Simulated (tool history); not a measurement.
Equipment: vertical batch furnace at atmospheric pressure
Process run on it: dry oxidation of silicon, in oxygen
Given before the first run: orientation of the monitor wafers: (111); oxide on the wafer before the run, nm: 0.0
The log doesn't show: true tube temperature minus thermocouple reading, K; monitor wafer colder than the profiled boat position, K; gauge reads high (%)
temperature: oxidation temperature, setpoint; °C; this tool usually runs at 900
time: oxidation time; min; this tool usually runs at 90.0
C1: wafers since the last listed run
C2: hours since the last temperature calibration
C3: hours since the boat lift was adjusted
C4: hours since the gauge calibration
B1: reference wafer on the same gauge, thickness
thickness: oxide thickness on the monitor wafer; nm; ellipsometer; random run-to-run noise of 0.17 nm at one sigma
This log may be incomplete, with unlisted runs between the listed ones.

{"run": 1, "hour": 0.0, "temperature": 900, "time": 90.0, "C1": 0, "C2": 1028.3, "C3": 359.8, "C4": 223.1, "B1": 31.11, "thickness": 38.56}
{"run": 2, "hour": 99.8, "temperature": 882, "time": 110.5, "C1": 1518, "C2": 1128.1, "C3": 459.6, "C4": 322.9, "B1": 31.09, "thickness": 36.8}
{"run": 3, "hour": 144.5, "temperature": 882, "time": 110.5, "C1": 679, "C2": 1172.8, "C3": 504.3, "C4": 367.6, "B1": 31.08, "thickness": 36.77}
{"run": 4, "hour": 237.6, "temperature": 900, "time": 90.0, "C1": 1416, "C2": 1265.9, "C3": 597.4, "C4": 460.7, "B1": 31.13, "thickness": 38.32}
{"run": 5, "hour": 276.7, "temperature": 900, "time": 90.0, "C1": 594, "C2": 1305.0, "C3": 636.5, "C4": 499.8, "B1": 31.09, "thickness": 38.13}
{"run": 6, "hour": 354.3, "temperature": 894, "time": 65.5, "C1": 1180, "C2": 1382.6, "C3": 714.1, "C4": 577.4, "B1": 31.03, "thickness": 28.79}
{"run": 7, "hour": 431.6, "temperature": 894, "time": 65.5, "C1": 1175, "C2": 1459.9, "C3": 791.4, "C4": 654.7, "B1": 31.15, "thickness": 29.13}
{"run": 8, "hour": 502.0, "temperature": 894, "time": 65.5, "C1": 1070, "C2": 1530.3, "C3": 861.8, "C4": 725.1, "B1": 31.12, "thickness": 29.11}
{"run": 9, "hour": 576.4, "temperature": 900, "time": 106.5, "C1": 1131, "C2": 1604.7, "C3": 936.2, "C4": 799.5, "B1": 31.17, "thickness": 43.07}
{"run": 10, "hour": 634.4, "temperature": 900, "time": 106.5, "C1": 882, "C2": 1662.7, "C3": 994.2, "C4": 857.5, "B1": 31.07, "thickness": 42.87}
{"run": 11, "hour": 752.1, "temperature": 900, "time": 90.0, "C1": 1790, "C2": 1780.4, "C3": 1111.9, "C4": 975.2, "B1": 31.12, "thickness": 38.54}
{"run": 12, "hour": 793.3, "temperature": 900, "time": 90.0, "C1": 626, "C2": 1821.6, "C3": 1153.1, "C4": 1016.4, "B1": 31.08, "thickness": 38.24}
{"run": 13, "hour": 896.0, "temperature": 900, "time": 90.0, "C1": 1562, "C2": 1924.3, "C3": 1255.8, "C4": 1119.1, "B1": 31.12, "thickness": 37.99}
{"run": 14, "hour": 996.3, "temperature": 900, "time": 90.0, "C1": 1525, "C2": 2024.6, "C3": 1356.1, "C4": 1219.4, "B1": 31.12, "thickness": 37.71}
{"run": 15, "hour": 1083.1, "temperature": 900, "time": 90.0, "C1": 1320, "C2": 2111.4, "C3": 1442.9, "C4": 1306.2, "B1": 31.12, "thickness": 37.64}
{"run": 16, "hour": 1171.8, "temperature": 900, "time": 90.0, "C1": 1349, "C2": 2200.1, "C3": 1531.6, "C4": 1394.9, "B1": 31.17, "thickness": 37.71}
{"run": 17, "hour": 1244.5, "temperature": 912, "time": 90.0, "C1": 1105, "C2": 2272.8, "C3": 1604.3, "C4": 1467.6, "B1": 31.04, "thickness": 42.96}
{"run": 18, "hour": 1308.5, "temperature": 900, "time": 117.0, "C1": 973, "C2": 2336.8, "C3": 1668.3, "C4": 1531.6, "B1": 31.08, "thickness": 45.51}
{"run": 19, "hour": 1378.8, "temperature": 879, "time": 73.5, "C1": 1069, "C2": 2407.1, "C3": 1738.6, "C4": 1601.9, "B1": 31.06, "thickness": 26.53}
{"run": 20, "hour": 1462.4, "temperature": 907, "time": 90.0, "C1": 1271, "C2": 2490.7, "C3": 1822.2, "C4": 1685.5, "B1": 31.08, "thickness": 40.72}
{"run": 21, "hour": 1552.2, "temperature": 889, "time": 64.0, "C1": 1366, "C2": 2580.5, "C3": 1912.0, "C4": 1775.3, "B1": 31.02, "thickness": 26.58}
{"run": 22, "hour": 1609.7, "temperature": 900, "time": 90.0, "C1": 874, "C2": 2638.0, "C3": 1969.5, "C4": 1832.8, "B1": 31.06, "thickness": 37.56}
{"run": 23, "hour": 1672.1, "temperature": 914, "time": 90.0, "C1": 949, "C2": 2700.4, "C3": 2031.9, "C4": 1895.2, "B1": 31.15, "thickness": 43.17}
{"hour": 1739.8, "done": "thermocouples replaced and temperature profile calibrated"}
{"run": 24, "hour": 1740.3, "temperature": 911, "time": 116.0, "C1": 672, "C2": 0.5, "C3": 2100.1, "C4": 1963.4, "B1": 31.15, "thickness": 50.25}
{"hour": 1825.2, "done": "boat lift adjusted"}
{"run": 25, "hour": 1825.7, "temperature": 880, "time": 90.0, "C1": 934, "C2": 85.9, "C3": 0.5, "C4": 2048.8, "B1": 31.08, "thickness": 31.1}
{"run": 26, "hour": 2029.9, "temperature": 919, "time": 69.5, "C1": 3106, "C2": 290.1, "C3": 204.7, "C4": 2253.0, "B1": 31.08, "thickness": 38.98}
{"run": 27, "hour": 2084.4, "temperature": 919, "time": 90.0, "C1": 829, "C2": 344.6, "C3": 259.2, "C4": 2307.5, "B1": 31.07, "thickness": 46.68}
{"run": 28, "hour": 2176.6, "temperature": 900, "time": 76.0, "C1": 1402, "C2": 436.8, "C3": 351.4, "C4": 2399.7, "B1": 31.06, "thickness": 34.04}
{"run": 29, "hour": 2249.4, "temperature": 900, "time": 121.5, "C1": 1107, "C2": 509.6, "C3": 424.2, "C4": 2472.5, "B1": 31.12, "thickness": 47.16}
{"hour": 2300.5, "done": "gauge calibrated"}
{"run": 30, "hour": 2328.4, "temperature": 917, "time": 101.5, "C1": 1201, "C2": 588.6, "C3": 503.2, "C4": 27.9, "B1": 31.02, "thickness": 49.27}
{"run": 31, "hour": 2371.7, "temperature": 900, "time": 90.0, "C1": 658, "C2": 631.9, "C3": 546.5, "C4": 71.2, "B1": 31.08, "thickness": 38.22}
{"run": 32, "hour": 2457.9, "temperature": 900, "time": 90.0, "C1": 1311, "C2": 718.1, "C3": 632.7, "C4": 157.4, "B1": 31.13, "thickness": 38.22}
{"run": 33, "hour": 2530.9, "temperature": 900, "time": 121.5, "C1": 1110, "C2": 791.1, "C3": 705.7, "C4": 230.4, "B1": 31.14, "thickness": 47.35}
{"run": 34, "hour": 2618.7, "temperature": 900, "time": 76.0, "C1": 1335, "C2": 878.9, "C3": 793.5, "C4": 318.2, "B1": 31.13, "thickness": 34.17}
{"run": 35, "hour": 2707.8, "temperature": 921, "time": 102.0, "C1": 1355, "C2": 968.0, "C3": 882.6, "C4": 407.3, "B1": 31.07, "thickness": 51.42}
{"run": 36, "hour": 3020.7, "temperature": 900, "time": 90.0, "C1": 4759, "C2": 1280.9, "C3": 1195.5, "C4": 720.2, "B1": 31.13, "thickness": 38.09}

Forecast each of these 4 alternatives for the next run:
{"run": "A", "hour": 3025.9, "temperature": 900, "time": 90.0, "C1": 79, "C2": 1286.1, "C3": 1200.7, "C4": 725.4, "B1": "?", "thickness": "?"}
{"run": "B", "hour": 3025.9, "temperature": 881, "time": 62.0, "C1": 79, "C2": 1286.1, "C3": 1200.7, "C4": 725.4, "B1": "?", "thickness": "?"}
{"run": "C", "hour": 3025.9, "temperature": 900, "time": 103.0, "C1": 79, "C2": 1286.1, "C3": 1200.7, "C4": 725.4, "B1": "?", "thickness": "?"}
{"run": "D", "hour": 3025.9, "temperature": 919, "time": 50.5, "C1": 79, "C2": 1286.1, "C3": 1200.7, "C4": 725.4, "B1": "?", "thickness": "?"}

run=A B1=31.16 thickness=38.20
run=B B1=31.16 thickness=24.20
run=C B1=31.16 thickness=41.96
run=D B1=31.16 thickness=30.99
Without the tool's unlogged condition, the same runs would have read:
run=A thickness=38.65
run=B thickness=24.50
run=C thickness=42.45
run=D thickness=31.34

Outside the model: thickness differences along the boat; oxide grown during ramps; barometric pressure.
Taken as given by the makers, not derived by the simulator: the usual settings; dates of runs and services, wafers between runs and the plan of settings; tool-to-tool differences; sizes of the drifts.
